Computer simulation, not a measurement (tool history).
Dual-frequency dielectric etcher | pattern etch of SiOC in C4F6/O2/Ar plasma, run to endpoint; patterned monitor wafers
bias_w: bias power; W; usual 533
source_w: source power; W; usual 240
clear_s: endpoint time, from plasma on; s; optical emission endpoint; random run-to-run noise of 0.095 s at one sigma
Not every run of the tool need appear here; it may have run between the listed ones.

run	hour	bias_w	source_w	wafers since the last listed run	hours since the last wet clean	hours since the last bias power generator calibration	hours since the last source power generator calibration	hours since the last upper electrode change	incoming incoming film thickness, nm	clear_s
1	0	533	240	0	441.8	1298.1	3472.3	3325.4	34.91	13.1
2	90.6	533	240	1014	532.4	1388.7	3562.9	3416	34.57	13
# hour 136.2: wet clean of the chamber
3	144.2	533	240	331	8	1442.3	3616.5	3469.6	34.74	13.1
4	199.6	533	240	620	63.4	1497.7	3671.9	3525	35.05	13.1
5	399.5	533	240	2238	263.3	1697.6	3871.8	3724.9	35.12	13.2
6	500.2	533	240	1127	364	1798.3	3972.5	3825.6	34.96	13.2
# hour 530.7: source power generator calibrated
7	576.2	533	250	806	440	1874.3	45.5	3901.6	35.02	13.1
# hour 650.3: wet clean of the chamber
8	663.5	603	240	708	13.2	1961.6	132.8	3988.9	34.59	12.5
9	738.7	533	280	841	88.4	2036.8	208	4064.1	35.2	12.4
10	822.9	533	280	942	172.6	2121	292.2	4148.3	35.13	12.5
# hour 908.1: upper electrode replaced
11	908.6	599	220	690	258.3	2206.7	377.9	0.5	35.13	13.2
12	946.1	599	220	419	295.8	2244.2	415.4	38	34.67	12.9
13	998.1	643	260	582	347.8	2296.2	467.4	90	34.49	11.8
14	1070.4	452	210	809	420.1	2368.5	539.7	162.3	35.1	14.2
# hour 1143: wet clean of the chamber
# hour 1149.8: bias power generator calibrated
15	1161.4	624	210	705	18.4	11.6	630.7	253.3	35.26	13.1
16	1238.8	592	260	866	95.8	89	708.1	330.7	34.9	12.4
17	1293	570	270	606	150	143.2	762.3	384.9	34.77	12.2
18	1392.9	603	240	1118	249.9	243.1	862.2	484.8	34.73	12.7
19	1486.7	533	240	1050	343.7	336.9	956	578.6	35.05	13.2
20	1525.4	533	240	433	382.4	375.6	994.7	617.3	34.79	13.1

Consider 4 possible next runs. They are alternatives, not a sequence: every one starts from the tool as it was left by run 20. What does each give?
A	1525.8	533	240	4	382.8	376	995.1	617.7	35.22	?
B	1525.8	633	290	4	382.8	376	995.1	617.7	35.22	?
C	1525.8	533	200	4	382.8	376	995.1	617.7	35.22	?
D	1525.8	586	240	4	382.8	376	995.1	617.7	35.22	?

run	clear_s
A	13.2
B	11.9
C	14
D	12.9
Had the tool no hidden state, the same runs would have come out as:
run	clear_s
A	13.2
B	11.9
C	14
D	12.9
